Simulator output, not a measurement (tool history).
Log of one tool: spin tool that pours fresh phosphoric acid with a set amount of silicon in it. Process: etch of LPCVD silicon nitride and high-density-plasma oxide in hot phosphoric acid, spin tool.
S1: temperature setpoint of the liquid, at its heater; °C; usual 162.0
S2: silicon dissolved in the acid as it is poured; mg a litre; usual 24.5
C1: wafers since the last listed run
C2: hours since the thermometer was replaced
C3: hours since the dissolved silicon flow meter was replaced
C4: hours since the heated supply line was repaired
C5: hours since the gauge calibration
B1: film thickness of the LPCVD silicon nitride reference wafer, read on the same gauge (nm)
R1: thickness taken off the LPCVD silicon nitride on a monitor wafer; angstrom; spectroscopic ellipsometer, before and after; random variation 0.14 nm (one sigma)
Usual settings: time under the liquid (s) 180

{"run": 1, "hour": 0.0, "S1": 163.5, "S2": 24.5, "time under the liquid (s)": 125, "C1": 0, "C2": 357.8, "C3": 752.8, "C4": 3118.1, "C5": 613.8, "B1": 106.65, "R1": 123.2}
{"run": 2, "hour": 149.0, "S1": 160.5, "S2": 24.5, "time under the liquid (s)": 180, "C1": 876, "C2": 506.8, "C3": 901.8, "C4": 3267.1, "C5": 762.8, "B1": 106.43, "R1": 159.6}
{"run": 3, "hour": 184.1, "S1": 160.5, "S2": 24.5, "time under the liquid (s)": 180, "C1": 206, "C2": 541.9, "C3": 936.9, "C4": 3302.2, "C5": 797.9, "B1": 106.37, "R1": 160.9}
{"run": 4, "hour": 226.1, "S1": 160.5, "S2": 24.5, "time under the liquid (s)": 180, "C1": 246, "C2": 583.9, "C3": 978.9, "C4": 3344.2, "C5": 839.9, "B1": 106.35, "R1": 159.9}
{"run": 5, "hour": 263.1, "S1": 162.0, "S2": 24.5, "time under the liquid (s)": 180, "C1": 217, "C2": 620.9, "C3": 1015.9, "C4": 3381.2, "C5": 876.9, "B1": 106.34, "R1": 167.5}
{"hour": 279.5, "done": "thermometer replaced"}
{"hour": 289.8, "done": "gauge calibrated"}
{"run": 6, "hour": 333.9, "S1": 162.0, "S2": 24.5, "time under the liquid (s)": 180, "C1": 410, "C2": 54.4, "C3": 1086.7, "C4": 3452.0, "C5": 44.1, "B1": 108.82, "R1": 172.5}
{"run": 7, "hour": 401.7, "S1": 162.0, "S2": 24.5, "time under the liquid (s)": 180, "C1": 398, "C2": 122.2, "C3": 1154.5, "C4": 3519.8, "C5": 111.9, "B1": 108.09, "R1": 169.7}
{"hour": 403.9, "done": "dissolved silicon flow meter replaced"}
{"run": 8, "hour": 468.9, "S1": 162.0, "S2": 24.5, "time under the liquid (s)": 180, "C1": 389, "C2": 189.4, "C3": 65.0, "C4": 3587.0, "C5": 179.1, "B1": 107.51, "R1": 170.7}
{"run": 9, "hour": 531.9, "S1": 162.0, "S2": 24.5, "time under the liquid (s)": 180, "C1": 370, "C2": 252.4, "C3": 128.0, "C4": 3650.0, "C5": 242.1, "B1": 107.08, "R1": 169.4}
{"run": 10, "hour": 577.1, "S1": 160.5, "S2": 24.5, "time under the liquid (s)": 180, "C1": 265, "C2": 297.6, "C3": 173.2, "C4": 3695.2, "C5": 287.3, "B1": 106.83, "R1": 160.0}
{"run": 11, "hour": 644.1, "S1": 162.0, "S2": 24.5, "time under the liquid (s)": 180, "C1": 394, "C2": 364.6, "C3": 240.2, "C4": 3762.2, "C5": 354.3, "B1": 106.47, "R1": 168.3}
{"run": 12, "hour": 675.2, "S1": 163.0, "S2": 33.5, "time under the liquid (s)": 100, "C1": 182, "C2": 395.7, "C3": 271.3, "C4": 3793.3, "C5": 385.4, "B1": 106.38, "R1": 97.3}
{"run": 13, "hour": 747.0, "S1": 162.0, "S2": 18.0, "time under the liquid (s)": 135, "C1": 422, "C2": 467.5, "C3": 343.1, "C4": 3865.1, "C5": 457.2, "B1": 106.14, "R1": 125.8}
{"run": 14, "hour": 782.7, "S1": 161.0, "S2": 36.5, "time under the liquid (s)": 180, "C1": 209, "C2": 503.2, "C3": 378.8, "C4": 3900.8, "C5": 492.9, "B1": 106.02, "R1": 162.4}
{"hour": 811.8, "done": "heated supply line repaired"}
{"run": 15, "hour": 830.1, "S1": 162.0, "S2": 24.5, "time under the liquid (s)": 180, "C1": 272, "C2": 550.6, "C3": 426.2, "C4": 18.3, "C5": 540.3, "B1": 105.91, "R1": 166.5}
{"run": 16, "hour": 874.8, "S1": 159.0, "S2": 24.5, "time under the liquid (s)": 85, "C1": 262, "C2": 595.3, "C3": 470.9, "C4": 63.0, "C5": 585.0, "B1": 105.81, "R1": 71.7}
{"run": 17, "hour": 912.4, "S1": 163.5, "S2": 35.5, "time under the liquid (s)": 180, "C1": 221, "C2": 632.9, "C3": 508.5, "C4": 100.6, "C5": 622.6, "B1": 105.7, "R1": 177.0}
{"run": 18, "hour": 938.6, "S1": 162.0, "S2": 24.5, "time under the liquid (s)": 180, "C1": 154, "C2": 659.1, "C3": 534.7, "C4": 126.8, "C5": 648.8, "B1": 105.67, "R1": 165.7}
{"run": 19, "hour": 992.7, "S1": 164.5, "S2": 36.0, "time under the liquid (s)": 150, "C1": 318, "C2": 713.2, "C3": 588.8, "C4": 180.9, "C5": 702.9, "B1": 105.56, "R1": 151.2}
{"hour": 995.4, "done": "thermometer replaced"}
{"run": 20, "hour": 1052.1, "S1": 163.5, "S2": 31.0, "time under the liquid (s)": 120, "C1": 343, "C2": 56.7, "C3": 648.2, "C4": 240.3, "C5": 762.3, "B1": 105.51, "R1": 116.0}

The tool's hidden state at each run:
liquid colder than its thermometer reads (K): 0 in every run
dissolved silicon flow below the setpoint (%): 0 in every run
temperature lost on the way to the wafer (K): 0 in every run
H1: gauge reads high (%)
run=1 H1=-3.05
run=2 H1=-3.25
run=3 H1=-3.29
run=4 H1=-3.32
run=5 H1=-3.35
run=6 H1=-1.06
run=7 H1=-1.72
run=8 H1=-2.25
run=9 H1=-2.65
run=10 H1=-2.89
run=11 H1=-3.19
run=12 H1=-3.31
run=13 H1=-3.53
run=14 H1=-3.63
run=15 H1=-3.74
run=16 H1=-3.83
run=17 H1=-3.89
run=18 H1=-3.94
run=19 H1=-4.01
run=20 H1=-4.08
